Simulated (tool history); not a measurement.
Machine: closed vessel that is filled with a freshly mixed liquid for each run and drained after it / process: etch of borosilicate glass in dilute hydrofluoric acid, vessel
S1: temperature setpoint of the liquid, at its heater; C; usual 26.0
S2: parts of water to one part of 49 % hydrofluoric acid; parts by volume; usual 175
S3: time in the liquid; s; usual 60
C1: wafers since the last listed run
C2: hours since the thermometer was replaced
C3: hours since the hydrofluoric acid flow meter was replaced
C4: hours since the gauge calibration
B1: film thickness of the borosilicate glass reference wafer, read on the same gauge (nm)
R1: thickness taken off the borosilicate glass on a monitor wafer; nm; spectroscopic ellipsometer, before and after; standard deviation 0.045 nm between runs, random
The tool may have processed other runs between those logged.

run     day    S1   S2  S3    C1      C2      C3      C4     B1     R1
  1   0.000  22.5  175  60     0  1258.3   308.0  1450.7  69.99   9.76
  2   2.354  22.5  175  60  4136  1314.8   364.5  1507.2  69.99   9.80
  3   4.617  22.5  175  60  3975  1369.1   418.8  1561.5  70.01   9.75
  4   5.729  26.0  120  80  1954  1395.8   445.5  1588.2  69.97  23.19
  5   7.967  26.0  120  80  3931  1449.5   499.2  1641.9  70.03  23.20
  6  10.042  26.0  120  80  3646  1499.3   549.0  1691.7  69.99  23.28
     11.608  -- gauge calibrated
  7  13.033  26.0  175  60  5257  1571.1   620.8    34.2  70.01  11.17
  8  15.046  26.0  175  60  3536  1619.4   669.1    82.5  70.00  11.15
  9  16.362  26.0  175  60  2313  1651.0   700.7   114.1  69.98  11.16
 10  18.908  28.5  175  60  4473  1712.1   761.8   175.2  70.01  12.16
 11  21.579  21.5  115  50  4693  1776.2   825.9   239.3  70.05  12.75
 12  23.008  31.0  125  30  2511  1810.5   860.2   273.6  70.04  10.03
 13  25.046  26.0  175  60  3580  1859.4   909.1   322.5  69.99  11.12
 14  27.738  26.0  175  80  4729  1924.0   973.7   387.1  70.01  14.84
 15  30.592  26.0  175  60  5015  1992.5  1042.2   455.6  70.00  11.15
 16  32.429  26.0  175  80  3228  2036.6  1086.3   499.7  70.00  14.94
     33.233  -- thermometer replaced
 17  34.967  22.5  145  80  4385    41.6  1147.2   560.6  69.98  16.25
 18  36.417  24.5  100  45  2547    76.4  1182.0   595.4  69.99  15.10
 19  37.546  23.0  175  60  1984   103.5  1209.1   622.5  70.01   9.96
 20  39.425  26.0  175  35  3302   148.6  1254.2   667.6  69.97   6.53
 21  41.158  21.5  260  85  3045   190.2  1295.8   709.2  70.03   8.29
     42.708  -- hydrofluoric acid flow meter replaced
 22  42.729  26.0  175  60  2687   227.9     0.5   746.9  69.99  11.14
 23  44.925  22.0  175  35  3858   280.6    53.2   799.6  70.00   5.62
 24  46.162  22.0  175  60  2174   310.3    82.9   829.3  70.03   9.58
 25  47.271  28.5  250  35  1947   336.9   109.5   855.9  70.00   4.55
 26  49.642  23.0  205  30  4166   393.8   166.4   912.8  70.02   4.16
 27  52.383  27.0  175  60  4817   459.6   232.2   978.6  70.00  11.63
 28  54.396  21.5  235  30  3536   507.9   280.5  1026.9  69.97   3.29
 29  56.962  26.0  145  85  4510   569.5   342.1  1088.5  70.02  19.88

For run 30, what comes out?
 30  63.717  28.0  175  60  11868  731.6  504.2  1250.6   ?   ?

{"run 30": {"B1": 70.04, "R1": 12.05}}
Minus the tool's unlogged condition, the same run would have read R1 12.05 nm.
